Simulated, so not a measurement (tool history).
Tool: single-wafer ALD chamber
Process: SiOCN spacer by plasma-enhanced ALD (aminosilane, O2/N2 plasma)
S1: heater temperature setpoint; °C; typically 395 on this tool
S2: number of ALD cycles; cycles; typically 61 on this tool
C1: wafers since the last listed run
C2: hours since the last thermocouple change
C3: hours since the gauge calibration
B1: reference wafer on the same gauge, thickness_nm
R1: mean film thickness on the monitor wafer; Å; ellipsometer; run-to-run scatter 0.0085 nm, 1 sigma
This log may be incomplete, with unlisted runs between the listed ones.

run	hour	S1	S2	C1	C2	C3	B1	R1
1	0.0	391	61	0	2036.8	71.2	3.498	34.14
2	9.0	391	61	32	2045.8	80.2	3.496	34.32
3	23.4	404	61	51	2060.2	94.6	3.500	33.82
4	30.1	404	61	23	2066.9	101.3	3.501	33.66
5	48.1	404	61	64	2084.9	119.3	3.503	33.97
6	62.8	395	70	52	2099.6	134.0	3.507	39.25
7	76.8	395	61	49	2113.6	148.0	3.509	34.20
8	91.0	395	61	50	2127.8	162.2	3.510	34.28
9	103.5	395	66	44	2140.3	174.7	3.512	37.12
10	116.4	383	56	46	2153.2	187.6	3.516	31.54
11	123.8	409	73	26	2160.6	195.0	3.515	40.11

Estimate the outcome of run 12 from the log above:
12	140.8	395	61	60	2177.6	212.0	?	?

B1: 3.523
R1: 34.45 Å
Were there no unlogged condition in the tool, this run, its random variation unchanged, would have produced R1 34.13 Å.
